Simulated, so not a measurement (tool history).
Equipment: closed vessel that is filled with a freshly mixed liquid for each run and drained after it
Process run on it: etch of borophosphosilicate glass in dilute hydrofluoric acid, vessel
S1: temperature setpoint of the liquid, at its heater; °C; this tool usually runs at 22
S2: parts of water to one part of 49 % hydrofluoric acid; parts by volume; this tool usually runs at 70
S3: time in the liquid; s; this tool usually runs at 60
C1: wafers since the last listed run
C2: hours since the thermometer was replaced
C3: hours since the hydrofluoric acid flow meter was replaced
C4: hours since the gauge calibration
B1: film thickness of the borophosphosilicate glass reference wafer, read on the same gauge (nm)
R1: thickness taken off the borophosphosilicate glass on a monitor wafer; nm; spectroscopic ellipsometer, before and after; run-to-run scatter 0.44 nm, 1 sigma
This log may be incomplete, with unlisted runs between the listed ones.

run	day	S1	S2	S3	C1	C2	C3	C4	B1	R1
1	0	22	70	60	0	1558.1	511.9	78.9	29.99	64.15
2	0.729	22	70	60	1117	1575.6	529.4	96.4	30.04	64.5
3	1.375	22	70	60	990	1591.1	544.9	111.9	30	64.99
4	2.142	22	70	60	1175	1609.5	563.3	130.3	30	64.54
5	3.529	22	70	60	2127	1642.8	596.6	163.6	29.98	64.69
6	4.692	22	70	60	1782	1670.7	624.5	191.5	30	64.74
7	5.942	22	70	60	1916	1700.7	654.5	221.5	30	64.37
8	6.5	22	70	60	855	1714.1	667.9	234.9	29.97	64.86
9	7.354	22	70	60	1309	1734.6	688.4	255.4	30.04	64.59
# day 7.408: thermometer replaced
10	8.825	22	70	60	2190	34	723.7	290.7	29.97	64.36
11	10.021	22	70	60	1833	62.7	752.4	319.4	29.95	64.66
# day 11.283: hydrofluoric acid flow meter replaced
12	11.354	22	70	60	1980	94.7	1.7	351.4	30	65.06
# day 11.529: gauge calibrated
13	12.754	22	70	60	2146	128.3	35.3	29.4	29.97	64.41
14	13.95	17.5	70	30	1833	157	64	58.1	30.01	26.44
15	15.029	26	90	50	1654	182.9	89.9	84	30.02	48.71
16	15.738	22	50	30	1085	199.9	106.9	101	30.01	46.94
17	16.662	25	95	60	1418	222.1	129.1	123.2	30	52.53
18	17.975	18.5	45	60	2012	253.6	160.6	154.7	30	89.46
19	19.821	22	70	90	2829	297.9	204.9	199	30	97.77
20	20.933	18	55	60	1705	324.6	231.6	225.7	29.99	70.87
21	21.542	22	70	60	932	339.2	246.2	240.3	29.99	64.68
22	22.817	27	35	70	1954	369.8	276.8	270.9	30.02	194.17

Consider 5 possible next runs. They are alternatives, not a sequence: every one starts from the tool as it was left by run 22. What does each give?
A	22.846	22	70	35	44	370.5	277.5	271.6	?	?
B	22.846	17	100	50	44	370.5	277.5	271.6	?	?
C	22.846	25.5	70	60	44	370.5	277.5	271.6	?	?
D	22.846	22	40	35	44	370.5	277.5	271.6	?	?
E	22.846	24	85	60	44	370.5	277.5	271.6	?	?

run	B1	R1
A	30.02	38.18
B	30.02	29.97
C	30.02	75.45
D	30.02	69.38
E	30.02	57.39
Take away the tool's hidden state, keep each run's random variation, and the runs would have read:
run	R1
A	38.18
B	29.97
C	75.45
D	69.38
E	57.39
